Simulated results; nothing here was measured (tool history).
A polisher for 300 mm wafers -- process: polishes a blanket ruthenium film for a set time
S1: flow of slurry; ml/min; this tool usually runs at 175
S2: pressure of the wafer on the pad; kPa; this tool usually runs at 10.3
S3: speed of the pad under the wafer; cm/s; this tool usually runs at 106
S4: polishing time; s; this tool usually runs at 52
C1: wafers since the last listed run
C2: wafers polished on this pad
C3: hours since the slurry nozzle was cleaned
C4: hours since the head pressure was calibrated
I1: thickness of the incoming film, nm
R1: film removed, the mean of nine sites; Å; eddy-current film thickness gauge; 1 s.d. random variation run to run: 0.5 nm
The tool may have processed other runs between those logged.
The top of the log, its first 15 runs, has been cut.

run 16 hour=455.3 | S1=130 S2=13.8 S3=122 S4=59 | C1=470 C2=1916 C3=255.4 C4=1279.3 | I1=472.1 | R1=642
run 17 hour=481.4 | S1=205 S2=10.3 S3=120 S4=43 | C1=362 C2=2278 C3=281.5 C4=1305.4 | I1=468.4 | R1=438
-- hour=495.3 worn pad replaced by a new one
run 18 hour=495.9 | S1=140 S2=13.1 S3=106 S4=70 | C1=145 C2=8 C3=296.0 C4=1319.9 | I1=462.8 | R1=698
run 19 hour=521.4 | S1=175 S2=10.3 S3=122 S4=36 | C1=353 C2=361 C3=321.5 C4=1345.4 | I1=477.1 | R1=367
run 20 hour=549.3 | S1=175 S2=10.3 S3=74 S4=52 | C1=387 C2=748 C3=349.4 C4=1373.3 | I1=470.1 | R1=386
run 21 hour=574.1 | S1=225 S2=10.3 S3=88 S4=52 | C1=344 C2=1092 C3=374.2 C4=1398.1 | I1=477.1 | R1=446
run 22 hour=603.6 | S1=175 S2=12.4 S3=70 S4=59 | C1=409 C2=1502 C3=403.7 C4=1427.6 | I1=461.7 | R1=464
run 23 hour=634.6 | S1=150 S2=10.3 S3=106 S4=52 | C1=430 C2=1932 C3=434.7 C4=1458.6 | I1=468.3 | R1=464
-- hour=648.8 head pressure recalibrated
-- hour=650.9 slurry nozzle cleaned
run 24 hour=670.0 | S1=225 S2=10.3 S3=106 S4=52 | C1=449 C2=2381 C3=19.1 C4=21.2 | I1=469.4 | R1=520
-- hour=690.6 worn pad replaced by a new one
run 25 hour=702.3 | S1=210 S2=10.3 S3=106 S4=52 | C1=392 C2=162 C3=51.4 C4=53.5 | I1=469.5 | R1=514
run 26 hour=729.4 | S1=175 S2=10.3 S3=106 S4=52 | C1=375 C2=538 C3=78.5 C4=80.6 | I1=480.0 | R1=502
run 27 hour=783.3 | S1=225 S2=12.4 S3=82 S4=40 | C1=747 C2=1286 C3=132.4 C4=134.5 | I1=471.6 | R1=364
run 28 hour=812.9 | S1=175 S2=10.3 S3=106 S4=52 | C1=410 C2=1696 C3=162.0 C4=164.1 | I1=469.1 | R1=487
run 29 hour=834.1 | S1=175 S2=9.0 S3=106 S4=52 | C1=294 C2=1990 C3=183.2 C4=185.3 | I1=461.5 | R1=468
run 30 hour=854.0 | S1=175 S2=10.3 S3=84 S4=52 | C1=276 C2=2266 C3=203.1 C4=205.2 | I1=459.3 | R1=431
-- hour=864.1 worn pad replaced by a new one
run 31 hour=872.4 | S1=115 S2=11.7 S3=106 S4=52 | C1=199 C2=115 C3=221.5 C4=223.6 | I1=479.0 | R1=471

What if the next run were any one of these 3? Each begins from the tool's condition after run 31:
run A hour=872.8 | S1=175 S2=10.3 S3=106 S4=52 | C1=5 C2=121 C3=221.9 C4=224.0 | I1=470.3 | R1=?
run B hour=872.8 | S1=175 S2=13.1 S3=74 S4=41 | C1=5 C2=121 C3=221.9 C4=224.0 | I1=470.3 | R1=?
run C hour=872.8 | S1=205 S2=8.3 S3=84 S4=62 | C1=5 C2=121 C3=221.9 C4=224.0 | I1=470.3 | R1=?

run=A R1=494
run=B R1=352
run=C R1=486
The same runs, with their run-to-run variation unchanged, on a tool lacking any hidden condition would have given:
run=A R1=522
run=B R1=372
run=C R1=511
